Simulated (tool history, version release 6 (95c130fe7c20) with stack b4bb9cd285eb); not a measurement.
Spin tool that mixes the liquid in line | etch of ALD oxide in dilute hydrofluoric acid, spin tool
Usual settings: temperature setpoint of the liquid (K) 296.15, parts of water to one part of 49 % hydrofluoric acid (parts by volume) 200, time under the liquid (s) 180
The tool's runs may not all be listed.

run	day	temperature setpoint of the liquid (K)	parts of water to one part of 49 % hydrofluoric acid (parts by volume)	time under the liquid (s)	read-back film thickness of the ALD oxide reference wafer, read on the same gauge (nm)	thickness taken off the ALD oxide on a monitor wafer (nm)
1	0	296.15	200	180	100	14.08
2	1	296.15	200	180	99.99	14.16
3	2.1	296.15	200	180	100.01	14.25
4	2.617	297.65	200	180	100	14.89
5	3.317	297.65	200	180	100.03	14.95
6	4.179	297.65	200	180	100.01	14.98
7	4.904	296.15	200	180	100.01	14.11
8	5.912	296.15	200	95	100	7.48
# day 6.571: thermometer replaced
9	6.817	296.15	130	180	100	23.42
# day 7.267: hydrofluoric acid flow meter replaced
10	7.717	296.15	200	180	100.01	14.13
# day 8.304: gauge calibrated
11	8.758	296.15	200	180	100.03	14.24
12	9.612	292.15	200	90	100	6.01
13	10.292	296.15	140	230	100	27.47

Forecast run 14:
14	11.308	294.65	200	100	?	?

{"run 14": {"read-back film thickness of the ALD oxide reference wafer, read on the same gauge (nm)": 99.99, "thickness taken off the ALD oxide on a monitor wafer (nm)": 7.49}}
Without the tool's hidden state the same run would have given thickness taken off the ALD oxide on a monitor wafer (nm) 7.49.
